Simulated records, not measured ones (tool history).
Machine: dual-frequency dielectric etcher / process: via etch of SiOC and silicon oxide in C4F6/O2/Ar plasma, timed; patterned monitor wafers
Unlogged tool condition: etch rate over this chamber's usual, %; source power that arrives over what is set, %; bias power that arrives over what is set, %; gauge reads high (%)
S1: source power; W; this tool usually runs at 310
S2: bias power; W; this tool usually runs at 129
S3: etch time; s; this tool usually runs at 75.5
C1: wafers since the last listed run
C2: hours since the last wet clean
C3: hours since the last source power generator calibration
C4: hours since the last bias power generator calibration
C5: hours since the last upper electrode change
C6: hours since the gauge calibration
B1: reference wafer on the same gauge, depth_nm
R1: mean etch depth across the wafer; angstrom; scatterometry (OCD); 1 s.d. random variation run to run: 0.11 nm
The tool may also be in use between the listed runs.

run	hour	S1	S2	S3	C1	C2	C3	C4	C5	C6	B1	R1
1	0.0	310	129	75.5	0	413.3	3317.8	3537.4	3608.7	160.7	68.3	730
2	13.3	310	129	75.5	144	426.6	3331.1	3550.7	3622.0	174.0	68.3	730
3	32.6	310	129	75.5	210	445.9	3350.4	3570.0	3641.3	193.3	68.3	730
4	60.2	310	129	75.5	300	473.5	3378.0	3597.6	3668.9	220.9	68.3	731
5	74.9	260	129	75.5	159	488.2	3392.7	3612.3	3683.6	235.6	68.3	660
6	102.6	260	129	75.5	301	515.9	3420.4	3640.0	3711.3	263.3	68.3	661
# hour 121.6: gauge calibrated
# hour 142.8: wet clean of the chamber
7	143.3	310	129	75.5	181	0.5	3461.1	3680.7	3752.0	21.7	68.3	723
8	150.8	260	107	65.5	81	8.0	3468.6	3688.2	3759.5	29.2	68.3	529
# hour 177.2: bias power generator calibrated
9	177.7	260	107	65.5	249	34.9	3495.5	0.5	3786.4	56.1	68.3	531
# hour 209.8: upper electrode replaced
10	210.3	270	118	75.5	93	67.5	3528.1	33.1	0.5	88.7	68.3	645
# hour 227.3: source power generator calibrated
11	227.8	380	121	84.0	146	85.0	0.5	50.6	18.0	106.2	68.3	879
12	247.7	310	116	96.5	216	104.9	20.4	70.5	37.9	126.1	68.3	892
13	270.6	350	138	55.0	249	127.8	43.3	93.4	60.8	149.0	68.3	576
14	304.6	310	151	75.5	369	161.8	77.3	127.4	94.8	183.0	68.3	765

For each run, what was the tool's unlogged condition?
source power that arrives over what is set, %: 0 in every run
bias power that arrives over what is set, %: 0 in every run
gauge reads high (%): 0 in every run
H1: etch rate over this chamber's usual, %
run	H1
1	1.22
2	1.26
3	1.31
4	1.4
5	1.44
6	1.52
7	0.16
8	0.182
9	0.263
10	0.36
11	0.413
12	0.472
13	0.541
14	0.642
